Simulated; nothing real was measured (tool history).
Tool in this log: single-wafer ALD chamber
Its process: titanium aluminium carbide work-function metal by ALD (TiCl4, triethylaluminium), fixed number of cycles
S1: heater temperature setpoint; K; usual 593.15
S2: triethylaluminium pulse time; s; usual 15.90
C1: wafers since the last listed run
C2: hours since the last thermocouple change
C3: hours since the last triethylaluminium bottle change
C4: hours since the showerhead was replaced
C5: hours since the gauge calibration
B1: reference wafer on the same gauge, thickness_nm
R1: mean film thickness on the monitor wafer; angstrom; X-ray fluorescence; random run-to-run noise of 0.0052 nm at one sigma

Run 1, day 0.000: usual settings; C1 0; C2 2265.4; C3 64.9; C4 2969.5; C5 224.5; B1 2.179. Result: R1 20.63 angstrom.
Run 2, day 1.404: usual settings but S2 12.57 s; C1 308; C2 2299.1; C3 98.6; C4 3003.2; C5 258.2; B1 2.179. Result: R1 20.53 angstrom.
Run 3, day 5.862: usual settings but S2 12.57 s; C1 978; C2 2406.1; C3 205.6; C4 3110.2; C5 365.2; B1 2.180. Result: R1 20.47 angstrom.
Run 4, day 7.204: usual settings but S2 12.57 s; C1 294; C2 2438.3; C3 237.8; C4 3142.4; C5 397.4; B1 2.180. Result: R1 20.50 angstrom.
Run 5, day 8.125: usual settings but S1 588.15 K; C1 202; C2 2460.4; C3 259.9; C4 3164.5; C5 419.5; B1 2.180. Result: R1 20.15 angstrom.
Run 6, day 8.988: usual settings but S1 588.15 K; C1 189; C2 2481.1; C3 280.6; C4 3185.2; C5 440.2; B1 2.179. Result: R1 20.28 angstrom.
Run 7, day 10.879: usual settings but S1 588.15 K; C1 415; C2 2526.5; C3 326.0; C4 3230.6; C5 485.6; B1 2.179. Result: R1 20.17 angstrom.
Run 8, day 12.017: usual settings but S1 583.15 K; C1 249; C2 2553.8; C3 353.3; C4 3257.9; C5 512.9; B1 2.180. Result: R1 19.83 angstrom.
Run 9, day 13.450: usual settings; C1 314; C2 2588.2; C3 387.7; C4 3292.3; C5 547.3; B1 2.180. Result: R1 20.60 angstrom.
Run 10, day 14.754: usual settings; C1 286; C2 2619.5; C3 419.0; C4 3323.6; C5 578.6; B1 2.180. Result: R1 20.46 angstrom.
Run 11, day 15.462: usual settings; C1 155; C2 2636.5; C3 436.0; C4 3340.6; C5 595.6; B1 2.180. Result: R1 20.55 angstrom.
Run 12, day 16.921: usual settings; C1 320; C2 2671.5; C3 471.0; C4 3375.6; C5 630.6; B1 2.180. Result: R1 20.57 angstrom.
At day 17.325: gauge calibrated.
Run 13, day 17.946: usual settings; C1 225; C2 2696.1; C3 495.6; C4 3400.2; C5 14.9; B1 2.180. Result: R1 20.46 angstrom.
Run 14, day 18.800: usual settings but S1 606.15 K, S2 19.71 s; C1 187; C2 2716.6; C3 516.1; C4 3420.7; C5 35.4; B1 2.180. Result: R1 21.70 angstrom.
Run 15, day 20.146: usual settings but S1 587.15 K, S2 20.63 s; C1 295; C2 2748.9; C3 548.4; C4 3453.0; C5 67.7; B1 2.179. Result: R1 20.15 angstrom.
Run 16, day 20.812: usual settings but S1 588.15 K, S2 21.12 s; C1 146; C2 2764.9; C3 564.4; C4 3469.0; C5 83.7; B1 2.179. Result: R1 20.24 angstrom.
Run 17, day 22.242: usual settings but S2 12.57 s; C1 313; C2 2799.2; C3 598.7; C4 3503.3; C5 118.0; B1 2.180. Result: R1 20.18 angstrom.
At day 24.646: thermocouple changed; heater temperature recalibrated.
Run 18, day 25.775: usual settings but S1 605.15 K, S2 12.70 s; C1 702; C2 27.1; C3 683.5; C4 3588.1; C5 202.8; B1 2.180. Result: R1 21.29 angstrom.
At day 26.783: triethylaluminium bottle replaced.
Run 19, day 26.804: usual settings; C1 152; C2 51.8; C3 0.5; C4 3612.8; C5 227.5; B1 2.180. Result: R1 20.78 angstrom.
At day 27.808: showerhead replaced.
Run 20, day 30.208: usual settings but S1 580.15 K, S2 12.64 s; C1 674; C2 133.5; C3 82.2; C4 57.6; C5 309.2; B1 2.180. Result: R1 19.56 angstrom.
Run 21, day 31.008: usual settings but S1 606.15 K, S2 22.15 s; C1 175; C2 152.7; C3 101.4; C4 76.8; C5 328.4; B1 2.179. Result: R1 21.97 angstrom.
Run 22, day 32.162: usual settings but S1 580.15 K, S2 12.19 s; C1 253; C2 180.4; C3 129.1; C4 104.5; C5 356.1; B1 2.180. Result: R1 19.50 angstrom.
Run 23, day 33.575: usual settings; C1 310; C2 214.3; C3 163.0; C4 138.4; C5 390.0; B1 2.181. Result: R1 20.71 angstrom.
Run 24, day 34.438: usual settings but S1 599.15 K, S2 19.06 s; C1 189; C2 235.0; C3 183.7; C4 159.1; C5 410.7; B1 2.179. Result: R1 21.24 angstrom.
Run 25, day 35.933: usual settings but S1 579.15 K, S2 11.44 s; C1 328; C2 270.9; C3 219.6; C4 195.0; C5 446.6; B1 2.180. Result: R1 19.27 angstrom.
Run 26, day 37.133: usual settings but S1 588.15 K, S2 21.12 s; C1 263; C2 299.7; C3 248.4; C4 223.8; C5 475.4; B1 2.180. Result: R1 20.43 angstrom.
Run 27, day 38.258: usual settings but S1 586.15 K, S2 11.77 s; C1 247; C2 326.7; C3 275.4; C4 250.8; C5 502.4; B1 2.180. Result: R1 19.84 angstrom.

Predict each of these 5 candidate next runs independently; none follows another, all start after run 27:
Run A, day 38.275: usual settings but S2 9.69 s; C1 3; C2 327.1; C3 275.8; C4 251.2; C5 502.8; B1 ?. Result: R1 ?.
Run B, day 38.275: usual settings but S1 597.15 K; C1 3; C2 327.1; C3 275.8; C4 251.2; C5 502.8; B1 ?. Result: R1 ?.
Run C, day 38.275: usual settings but S1 597.15 K, S2 10.66 s; C1 3; C2 327.1; C3 275.8; C4 251.2; C5 502.8; B1 ?. Result: R1 ?.
Run D, day 38.275: usual settings but S1 585.15 K, S2 21.18 s; C1 3; C2 327.1; C3 275.8; C4 251.2; C5 502.8; B1 ?. Result: R1 ?.
Run E, day 38.275: usual settings but S1 598.15 K; C1 3; C2 327.1; C3 275.8; C4 251.2; C5 502.8; B1 ?. Result: R1 ?.

run     B1     R1
  A  2.180  20.16
  B  2.180  20.90
  C  2.180  20.58
  D  2.180  20.05
  E  2.180  20.98
Without the tool's hidden state the same runs would have given:
run     R1
  A  20.50
  B  21.05
  C  20.88
  D  20.11
  E  21.13

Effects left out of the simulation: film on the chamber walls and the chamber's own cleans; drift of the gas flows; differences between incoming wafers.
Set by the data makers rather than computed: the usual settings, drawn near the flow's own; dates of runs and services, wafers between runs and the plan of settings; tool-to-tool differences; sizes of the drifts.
